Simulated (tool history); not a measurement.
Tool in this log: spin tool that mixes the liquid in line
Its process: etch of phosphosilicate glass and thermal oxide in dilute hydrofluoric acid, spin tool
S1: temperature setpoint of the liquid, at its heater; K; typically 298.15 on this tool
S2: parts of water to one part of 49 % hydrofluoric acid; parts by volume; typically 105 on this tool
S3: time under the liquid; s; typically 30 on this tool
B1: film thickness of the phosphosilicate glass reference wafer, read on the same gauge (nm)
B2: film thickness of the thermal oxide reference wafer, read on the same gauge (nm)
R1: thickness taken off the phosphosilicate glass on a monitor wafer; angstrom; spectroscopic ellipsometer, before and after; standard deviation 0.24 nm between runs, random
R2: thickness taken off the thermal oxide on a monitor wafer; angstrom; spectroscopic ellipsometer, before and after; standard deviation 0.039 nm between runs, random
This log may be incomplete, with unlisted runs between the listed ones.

run	day	S1	S2	S3	B1	B2	R1	R2
1	0	301.15	105	25	79.98	139.977	452.2	13.62
2	0.317	301.15	105	25	80.06	139.973	451.9	13.58
3	0.662	301.15	105	25	80	140.01	452.7	13.3
4	0.992	298.15	105	20	79.99	139.992	324	9.24
5	1.733	294.15	145	30	80.01	140.004	287.2	9.1
6	2.083	298.15	105	30	80.01	139.995	486.4	14.87
7	2.638	302.15	105	30	80.03	139.995	566.7	18.14
# day 2.717: thermometer replaced
# day 3.079: gauge calibrated
8	3.371	298.15	105	30	80.05	139.985	489.9	14.86
9	3.908	298.15	90	15	80	139.986	292.6	8.72
# day 4.242: hydrofluoric acid flow meter replaced
10	4.312	298.15	65	30	79.98	139.989	784.1	24.45
11	5.058	298.15	105	30	80.01	140.025	462.4	13.63
12	5.579	296.15	105	30	80	139.99	431.1	12.77
13	6.125	294.15	105	30	79.98	140.023	396.6	11.98

Run 14, settings as shown, results not yet in. Your forecast:
14	6.792	298.15	105	30	?	?	?	?

Run 14 produced B1 80, B2 140, R1 464.7 angstrom, R2 14.32 angstrom.
Had the tool carried no hidden state, the very same run would have given R1 455.8 angstrom, R2 14.05 angstrom.

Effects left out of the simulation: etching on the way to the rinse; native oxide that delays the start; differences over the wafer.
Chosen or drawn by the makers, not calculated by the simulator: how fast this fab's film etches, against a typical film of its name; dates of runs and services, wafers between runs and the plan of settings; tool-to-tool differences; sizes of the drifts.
